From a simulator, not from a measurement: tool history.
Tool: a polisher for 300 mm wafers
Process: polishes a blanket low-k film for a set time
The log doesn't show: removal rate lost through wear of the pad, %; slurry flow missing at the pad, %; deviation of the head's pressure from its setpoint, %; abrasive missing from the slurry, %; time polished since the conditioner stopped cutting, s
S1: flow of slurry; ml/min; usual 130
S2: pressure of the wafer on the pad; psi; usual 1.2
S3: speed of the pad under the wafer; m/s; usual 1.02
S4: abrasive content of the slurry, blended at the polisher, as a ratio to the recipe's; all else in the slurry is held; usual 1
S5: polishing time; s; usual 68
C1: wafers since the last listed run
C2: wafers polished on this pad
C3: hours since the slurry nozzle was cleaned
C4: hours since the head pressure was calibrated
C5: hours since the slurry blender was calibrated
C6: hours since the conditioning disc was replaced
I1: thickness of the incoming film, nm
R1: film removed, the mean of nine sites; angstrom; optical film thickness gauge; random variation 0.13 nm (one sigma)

run 1 day=0 | S1=130 S2=1.2 S3=1.02 S4=1 S5=68 | C1=0 C2=227 C3=350.8 C4=755.8 C5=336.9 C6=442.4 | I1=720.5 | R1=151
run 2 day=0.517 | S1=130 S2=1.2 S3=1.02 S4=1 S5=68 | C1=110 C2=337 C3=363.2 C4=768.2 C5=349.3 C6=454.8 | I1=716.1 | R1=149
run 3 day=1.067 | S1=130 S2=1.2 S3=1.02 S4=1 S5=68 | C1=117 C2=454 C3=376.4 C4=781.4 C5=362.5 C6=468 | I1=729 | R1=149
run 4 day=1.333 | S1=130 S2=0.9 S3=1.02 S4=1 S5=68 | C1=56 C2=511 C3=382.8 C4=787.8 C5=368.9 C6=474.4 | I1=711.7 | R1=114
run 5 day=1.846 | S1=130 S2=1.2 S3=0.84 S4=1.15 S5=68 | C1=109 C2=620 C3=395.1 C4=800.1 C5=381.2 C6=486.7 | I1=723.2 | R1=137
run 6 day=2.588 | S1=130 S2=1.2 S3=0.84 S4=1.15 S5=68 | C1=158 C2=778 C3=412.9 C4=817.9 C5=399 C6=504.5 | I1=723.4 | R1=134
-- day=3.258 worn pad replaced by a new one
run 7 day=3.279 | S1=130 S2=1.2 S3=1.02 S4=1 S5=68 | C1=111 C2=4 C3=429.5 C4=834.5 C5=415.6 C6=521.1 | I1=713.2 | R1=145
run 8 day=3.729 | S1=130 S2=1.2 S3=1.02 S4=1 S5=68 | C1=95 C2=100 C3=440.3 C4=845.3 C5=426.4 C6=531.9 | I1=724.9 | R1=142
run 9 day=3.996 | S1=130 S2=1.2 S3=1.02 S4=1 S5=68 | C1=56 C2=157 C3=446.7 C4=851.7 C5=432.8 C6=538.3 | I1=713.3 | R1=140
-- day=4.083 slurry blender recalibrated
run 10 day=4.388 | S1=130 S2=1.4 S3=0.92 S4=1 S5=68 | C1=65 C2=223 C3=456.1 C4=861.1 C5=7.3 C6=547.7 | I1=722.5 | R1=150
-- day=4.738 conditioning disc replaced and pad reconditioned
run 11 day=4.9 | S1=130 S2=1.2 S3=1.02 S4=1.15 S5=44 | C1=91 C2=314 C3=468.4 C4=873.4 C5=19.6 C6=3.9 | I1=715.7 | R1=112
-- day=5.175 slurry nozzle cleaned
-- day=5.458 head pressure recalibrated
run 12 day=5.546 | S1=130 S2=1.2 S3=1.02 S4=0.85 S5=68 | C1=111 C2=425 C3=8.9 C4=2.1 C5=35.1 C6=19.4 | I1=720.5 | R1=178
run 13 day=6.079 | S1=90 S2=1.2 S3=0.78 S4=1 S5=87 | C1=113 C2=539 C3=21.7 C4=14.9 C5=47.9 C6=32.2 | I1=717.7 | R1=182
run 14 day=6.775 | S1=115 S2=1.2 S3=1.02 S4=1 S5=79 | C1=148 C2=687 C3=38.4 C4=31.6 C5=64.6 C6=48.9 | I1=722.2 | R1=210

Run 15 comes next. What will it give?
run 15 day=7.296 | S1=130 S2=1.2 S3=1.02 S4=1 S5=68 | C1=111 C2=798 C3=50.9 C4=44.1 C5=77.1 C6=61.4 | I1=728.8 | R1=?

R1: 184 angstrom
Without the tool's hidden state the same run would have given R1 200 angstrom.
